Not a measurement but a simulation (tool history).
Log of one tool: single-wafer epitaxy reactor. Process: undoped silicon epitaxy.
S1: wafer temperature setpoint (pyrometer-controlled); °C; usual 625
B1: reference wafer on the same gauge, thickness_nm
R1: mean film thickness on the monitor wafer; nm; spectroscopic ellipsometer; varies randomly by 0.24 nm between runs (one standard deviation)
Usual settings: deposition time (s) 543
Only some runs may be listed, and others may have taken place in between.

run 1 hour=0.0 | S1=625 deposition_time_(s)=543 | B1=50.193 | R1=53.451
run 2 hour=6.7 | S1=625 deposition_time_(s)=543 | B1=50.230 | R1=53.056
run 3 hour=22.9 | S1=625 deposition_time_(s)=543 | B1=50.238 | R1=53.433
run 4 hour=39.7 | S1=625 deposition_time_(s)=543 | B1=50.228 | R1=53.701
run 5 hour=53.5 | S1=625 deposition_time_(s)=543 | B1=50.194 | R1=53.304
run 6 hour=67.5 | S1=625 deposition_time_(s)=543 | B1=50.087 | R1=53.817
run 7 hour=82.1 | S1=625 deposition_time_(s)=577 | B1=50.179 | R1=57.145
run 8 hour=88.8 | S1=625 deposition_time_(s)=584 | B1=50.175 | R1=57.552
run 9 hour=103.3 | S1=625 deposition_time_(s)=584 | B1=50.225 | R1=57.473
run 10 hour=119.1 | S1=625 deposition_time_(s)=584 | B1=50.201 | R1=57.791
run 11 hour=132.8 | S1=621 deposition_time_(s)=543 | B1=50.227 | R1=48.454
run 12 hour=149.2 | S1=625 deposition_time_(s)=543 | B1=50.255 | R1=53.968
run 13 hour=157.5 | S1=625 deposition_time_(s)=543 | B1=50.145 | R1=53.759
run 14 hour=174.7 | S1=625 deposition_time_(s)=543 | B1=50.138 | R1=53.839
run 15 hour=192.9 | S1=625 deposition_time_(s)=543 | B1=50.147 | R1=54.209
run 16 hour=205.7 | S1=619 deposition_time_(s)=543 | B1=50.223 | R1=46.152
run 17 hour=214.2 | S1=625 deposition_time_(s)=543 | B1=50.193 | R1=54.478
-- hour=223.7 gauge calibrated
run 18 hour=226.4 | S1=625 deposition_time_(s)=543 | B1=50.233 | R1=54.253
run 19 hour=233.6 | S1=611 deposition_time_(s)=454 | B1=50.267 | R1=31.530
run 20 hour=250.0 | S1=637 deposition_time_(s)=646 | B1=50.218 | R1=88.503
run 21 hour=266.4 | S1=612 deposition_time_(s)=581 | B1=50.224 | R1=40.996
run 22 hour=279.5 | S1=635 deposition_time_(s)=473 | B1=50.277 | R1=61.669
run 23 hour=295.9 | S1=625 deposition_time_(s)=543 | B1=50.208 | R1=54.503
run 24 hour=311.0 | S1=617 deposition_time_(s)=543 | B1=50.296 | R1=44.500
-- hour=325.8 pyrometer calibrated
run 25 hour=326.3 | S1=625 deposition_time_(s)=543 | B1=50.160 | R1=48.203
run 26 hour=337.7 | S1=625 deposition_time_(s)=584 | B1=50.187 | R1=51.360
run 27 hour=347.7 | S1=630 deposition_time_(s)=644 | B1=50.213 | R1=64.319
run 28 hour=357.9 | S1=625 deposition_time_(s)=543 | B1=50.217 | R1=47.585
run 29 hour=370.6 | S1=620 deposition_time_(s)=643 | B1=50.210 | R1=49.745
run 30 hour=388.0 | S1=620 deposition_time_(s)=457 | B1=50.260 | R1=35.452
run 31 hour=398.6 | S1=633 deposition_time_(s)=475 | B1=50.239 | R1=51.587
run 32 hour=409.2 | S1=632 deposition_time_(s)=514 | B1=50.271 | R1=54.367
run 33 hour=417.7 | S1=625 deposition_time_(s)=543 | B1=50.189 | R1=47.849
run 34 hour=429.1 | S1=625 deposition_time_(s)=502 | B1=50.261 | R1=43.978
run 35 hour=441.3 | S1=632 deposition_time_(s)=543 | B1=50.231 | R1=57.038

Pick out some run-to-run changes in R1. Of each, how much would a tool without hidden state show as well, from the settings, what came in and chance, and how much is left for the hidden state and any gauge scatter not in both results compared?
The hidden state here: wafer temperature above the value expected at the setpoint (K); gauge reads high (%).
Run 18 -> 19: S1 625 -> 611, deposition time (s) 543 -> 454. R1 -22.723 nm: hidden state -2.319, all else -20.404.
Run 19 -> 20: S1 611 -> 637, deposition time (s) 454 -> 646. R1 +56.973 nm: hidden state +5.960, all else +51.013.
Run 20 -> 21: S1 637 -> 612, deposition time (s) 646 -> 581. R1 -47.507 nm: hidden state -4.765, all else -42.742.
Run 24 -> 25: S1 617 -> 625, pyrometer calibrated. R1 +3.703 nm: hidden state -6.021, all else +9.724.

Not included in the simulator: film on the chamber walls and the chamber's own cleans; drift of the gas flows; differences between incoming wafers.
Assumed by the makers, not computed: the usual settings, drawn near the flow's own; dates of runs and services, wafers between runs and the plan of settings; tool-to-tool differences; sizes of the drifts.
